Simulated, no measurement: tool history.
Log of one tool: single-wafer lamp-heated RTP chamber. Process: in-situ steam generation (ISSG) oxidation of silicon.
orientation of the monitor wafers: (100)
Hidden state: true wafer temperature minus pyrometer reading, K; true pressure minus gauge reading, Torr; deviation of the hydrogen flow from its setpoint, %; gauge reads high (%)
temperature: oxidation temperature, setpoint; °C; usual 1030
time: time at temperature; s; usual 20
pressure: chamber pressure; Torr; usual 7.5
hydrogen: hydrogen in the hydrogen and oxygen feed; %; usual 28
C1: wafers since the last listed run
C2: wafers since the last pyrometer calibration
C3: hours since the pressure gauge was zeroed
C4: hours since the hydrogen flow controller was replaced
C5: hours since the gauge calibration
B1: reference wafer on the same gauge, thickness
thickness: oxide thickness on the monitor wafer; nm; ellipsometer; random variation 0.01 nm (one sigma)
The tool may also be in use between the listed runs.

{"run": 1, "hour": 0.0, "temperature": 1030, "time": 20, "pressure": 7.5, "hydrogen": 28, "C1": 0, "C2": 1342, "C3": 2959.2, "C4": 2456.4, "C5": 114.9, "B1": 8.161, "thickness": 6.868}
{"run": 2, "hour": 6.6, "temperature": 1030, "time": 20, "pressure": 7.5, "hydrogen": 28, "C1": 70, "C2": 1413, "C3": 2965.8, "C4": 2463.0, "C5": 121.5, "B1": 8.158, "thickness": 6.857}
{"run": 3, "hour": 15.5, "temperature": 1030, "time": 20, "pressure": 7.5, "hydrogen": 28, "C1": 95, "C2": 1508, "C3": 2974.7, "C4": 2471.9, "C5": 130.4, "B1": 8.163, "thickness": 6.884}
{"run": 4, "hour": 31.7, "temperature": 1030, "time": 20, "pressure": 7.5, "hydrogen": 24, "C1": 173, "C2": 1681, "C3": 2990.9, "C4": 2488.1, "C5": 146.6, "B1": 8.161, "thickness": 6.611}
{"run": 5, "hour": 48.3, "temperature": 1030, "time": 20, "pressure": 7.5, "hydrogen": 28, "C1": 177, "C2": 1859, "C3": 3007.5, "C4": 2504.7, "C5": 163.2, "B1": 8.16, "thickness": 6.892}
{"hour": 66.1, "done": "pyrometer window cleaned and pyrometer calibrated"}
{"run": 6, "hour": 66.6, "temperature": 1030, "time": 20, "pressure": 7.5, "hydrogen": 28, "C1": 110, "C2": 5, "C3": 3025.8, "C4": 2523.0, "C5": 181.5, "B1": 8.158, "thickness": 6.823}
{"run": 7, "hour": 70.2, "temperature": 1045, "time": 20, "pressure": 7.5, "hydrogen": 28, "C1": 38, "C2": 43, "C3": 3029.4, "C4": 2526.6, "C5": 185.1, "B1": 8.162, "thickness": 7.341}
{"run": 8, "hour": 87.8, "temperature": 1045, "time": 20, "pressure": 7.5, "hydrogen": 28, "C1": 188, "C2": 232, "C3": 3047.0, "C4": 2544.2, "C5": 202.7, "B1": 8.161, "thickness": 7.342}
{"run": 9, "hour": 105.5, "temperature": 1030, "time": 20, "pressure": 7.5, "hydrogen": 28, "C1": 189, "C2": 421, "C3": 3064.7, "C4": 2561.9, "C5": 220.4, "B1": 8.162, "thickness": 6.804}
{"run": 10, "hour": 120.6, "temperature": 1037, "time": 20, "pressure": 7.5, "hydrogen": 28, "C1": 161, "C2": 583, "C3": 3079.8, "C4": 2577.0, "C5": 235.5, "B1": 8.164, "thickness": 7.064}
{"run": 11, "hour": 133.9, "temperature": 1037, "time": 20, "pressure": 7.5, "hydrogen": 28, "C1": 142, "C2": 725, "C3": 3093.1, "C4": 2590.3, "C5": 248.8, "B1": 8.158, "thickness": 7.068}
{"run": 12, "hour": 140.4, "temperature": 1037, "time": 20, "pressure": 7.5, "hydrogen": 28, "C1": 69, "C2": 794, "C3": 3099.6, "C4": 2596.8, "C5": 255.3, "B1": 8.163, "thickness": 7.073}
{"run": 13, "hour": 151.6, "temperature": 1030, "time": 20, "pressure": 7.5, "hydrogen": 28, "C1": 119, "C2": 914, "C3": 3110.8, "C4": 2608.0, "C5": 266.5, "B1": 8.159, "thickness": 6.841}
{"run": 14, "hour": 164.1, "temperature": 1021, "time": 20, "pressure": 7.5, "hydrogen": 31, "C1": 133, "C2": 1048, "C3": 3123.3, "C4": 2620.5, "C5": 279.0, "B1": 8.162, "thickness": 6.737}
{"hour": 167.5, "done": "gauge calibrated"}
{"run": 15, "hour": 180.3, "temperature": 1030, "time": 20, "pressure": 7.5, "hydrogen": 32, "C1": 173, "C2": 1221, "C3": 3139.5, "C4": 2636.7, "C5": 12.8, "B1": 8.158, "thickness": 7.102}
{"run": 16, "hour": 192.1, "temperature": 1049, "time": 20, "pressure": 7.1, "hydrogen": 28, "C1": 126, "C2": 1347, "C3": 3151.3, "C4": 2648.5, "C5": 24.6, "B1": 8.161, "thickness": 7.569}
{"hour": 211.5, "done": "hydrogen flow controller replaced"}
{"run": 17, "hour": 212.0, "temperature": 1037, "time": 20, "pressure": 8.5, "hydrogen": 28, "C1": 127, "C2": 1475, "C3": 3171.2, "C4": 0.5, "C5": 44.5, "B1": 8.159, "thickness": 7.081}
{"run": 18, "hour": 219.9, "temperature": 1030, "time": 28, "pressure": 7.5, "hydrogen": 20, "C1": 84, "C2": 1559, "C3": 3179.1, "C4": 8.4, "C5": 52.4, "B1": 8.159, "thickness": 7.514}
{"hour": 238.3, "done": "pyrometer window cleaned and pyrometer calibrated"}
{"hour": 245.6, "done": "pressure gauge zeroed"}
{"run": 19, "hour": 246.1, "temperature": 1018, "time": 14, "pressure": 6.9, "hydrogen": 28, "C1": 116, "C2": 4, "C3": 0.5, "C4": 34.6, "C5": 78.6, "B1": 8.16, "thickness": 5.436}
{"run": 20, "hour": 248.6, "temperature": 1018, "time": 14, "pressure": 6.9, "hydrogen": 28, "C1": 26, "C2": 31, "C3": 3.0, "C4": 37.1, "C5": 81.1, "B1": 8.162, "thickness": 5.46}
{"run": 21, "hour": 261.6, "temperature": 1045, "time": 20, "pressure": 7.5, "hydrogen": 28, "C1": 139, "C2": 170, "C3": 16.0, "C4": 50.1, "C5": 94.1, "B1": 8.16, "thickness": 7.367}
{"run": 22, "hour": 268.8, "temperature": 1030, "time": 17, "pressure": 7.5, "hydrogen": 28, "C1": 77, "C2": 247, "C3": 23.2, "C4": 57.3, "C5": 101.3, "B1": 8.161, "thickness": 6.302}
{"run": 23, "hour": 283.5, "temperature": 1030, "time": 28, "pressure": 8.6, "hydrogen": 28, "C1": 157, "C2": 405, "C3": 37.9, "C4": 72.0, "C5": 116.0, "B1": 8.159, "thickness": 8.015}
{"run": 24, "hour": 295.5, "temperature": 1017, "time": 20, "pressure": 7.5, "hydrogen": 28, "C1": 128, "C2": 533, "C3": 49.9, "C4": 84.0, "C5": 128.0, "B1": 8.161, "thickness": 6.395}
{"run": 25, "hour": 313.2, "temperature": 1030, "time": 20, "pressure": 7.5, "hydrogen": 21, "C1": 189, "C2": 722, "C3": 67.6, "C4": 101.7, "C5": 145.7, "B1": 8.161, "thickness": 6.357}

Hidden state or all else? Some run-to-run changes of thickness, split into what the settings, what came in and random variation would give without the hidden state, and what is left for the hidden state (with any gauge scatter that isn't in both results):
Run 5 -> 6: pyrometer window cleaned and pyrometer calibrated. thickness -0.069 nm: hidden state -0.080, all else +0.011.
Run 18 -> 19: temperature 1030 -> 1018, time 28 -> 14, pressure 7.5 -> 6.9, hydrogen 20 -> 28, pyrometer window cleaned and pyrometer calibrated, pressure gauge zeroed. thickness -2.078 nm: hidden state -0.084, all else -1.994.
Run 20 -> 21: temperature 1018 -> 1045, time 14 -> 20, pressure 6.9 -> 7.5. thickness +1.907 nm: hidden state +0.002, all else +1.905.
